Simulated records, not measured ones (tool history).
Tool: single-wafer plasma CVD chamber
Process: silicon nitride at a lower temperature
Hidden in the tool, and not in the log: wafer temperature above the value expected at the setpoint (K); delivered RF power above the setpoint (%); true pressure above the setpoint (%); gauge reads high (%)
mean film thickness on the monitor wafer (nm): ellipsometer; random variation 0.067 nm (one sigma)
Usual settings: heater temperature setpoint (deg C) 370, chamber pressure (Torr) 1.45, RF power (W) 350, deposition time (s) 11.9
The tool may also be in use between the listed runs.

run     day  heater temperature setpoint (deg C)  chamber pressure (Torr)  RF power (W)  deposition time (s)  wafers since the last listed run  hours since the last thermocouple change  hours since the last RF generator calibration  hours since the last manometer calibration  hours since the showerhead was replaced  hours since the gauge calibration  read-back reference wafer on the same gauge, thickness_nm  mean film thickness on the monitor wafer (nm)
  1       0                                  370                     1.45           350                 11.9                                 0                                     405.7                                          643.4                                      2363.7                                   6736.7                              878.9                                                     14.196                                         14.315
  2   1.767                                  364                      1.7           350                 11.9                              1005                                     448.1                                          685.8                                      2406.1                                   6779.1                              921.3                                                     14.198                                         15.171
  3     4.7                                  364                      1.7           350                 11.9                              1670                                     518.5                                          756.2                                      2476.5                                   6849.5                              991.7                                                     14.174                                         15.202
  4   6.342                                  370                     1.23           350                 11.9                               934                                     557.9                                          795.6                                      2515.9                                   6888.9                             1031.1                                                     14.216                                         13.485
  5   8.058                                  370                     1.23           350                 11.9                               977                                     599.1                                          836.8                                      2557.1                                   6930.1                             1072.3                                                     14.189                                         13.373
  6  10.567                                  370                     1.09           290                 11.9                              1428                                     659.3                                            897                                      2617.3                                   6990.3                             1132.5                                                     14.203                                         11.383
  7  11.812                                  370                     1.57           350                 10.3                               709                                     689.2                                          926.9                                      2647.2                                   7020.2                             1162.4                                                     14.184                                         12.712
     12.329  -- RF generator calibrated
  8  14.308                                  362                     1.45           350                 10.9                              1231                                     749.1                                           47.5                                      2707.1                                   7080.1                             1222.3                                                      14.19                                          13.25
     15.483  -- showerhead replaced, of another model than before
     17.488  -- capacitance manometer re-zeroed and calibrated
  9  17.508                                  379                     1.71           350                 13.2                              1442                                     825.9                                          124.3                                         0.5                                     48.6                             1299.1                                                     14.187                                         16.711
 10  18.412                                  365                     1.45           375                 13.9                               514                                     847.6                                            146                                        22.2                                     70.3                             1320.8                                                     14.214                                         17.397
 11    24.4                                  361                     1.45           350                 11.2                              3409                                     991.3                                          289.7                                       165.9                                      214                             1464.5                                                      14.21                                         13.309
 12  27.062                                  370                     1.45           350                 11.9                              1515                                    1055.2                                          353.6                                       229.8                                    277.9                             1528.4                                                     14.185                                         14.027
 13  29.217                                  358                     1.45           350                 11.2                              1226                                    1106.9                                          405.3                                       281.5                                    329.6                             1580.1                                                     14.195                                         13.282
 14  31.979                                  379                     1.71           350                 13.2                              1572                                    1173.2                                          471.6                                       347.8                                    395.9                             1646.4                                                     14.206                                         16.846
     32.808  -- thermocouple changed; heater temperature recalibrated
 15  33.379                                  370                     1.62           325                 10.9                               607                                      13.7                                          505.2                                       381.4                                    429.5                               1680                                                     14.235                                         12.917
 16  34.712                                  370                     1.33           350                 11.9                               759                                      45.7                                          537.2                                       413.4                                    461.5                               1712                                                     14.194                                         13.539

The next listed run, before its measurement:
     35.458  -- gauge calibrated
 17  36.425                                  382                     1.45           350                  9.9                               975                                      86.8                                          578.3                                       454.5                                    502.6                               23.2                                                          ?                                              ?

{"run 17": {"read-back reference wafer on the same gauge, thickness_nm": 14.165, "mean film thickness on the monitor wafer (nm)": 11.714}}
Without the tool's hidden state the same run would have given mean film thickness on the monitor wafer (nm) 11.508.
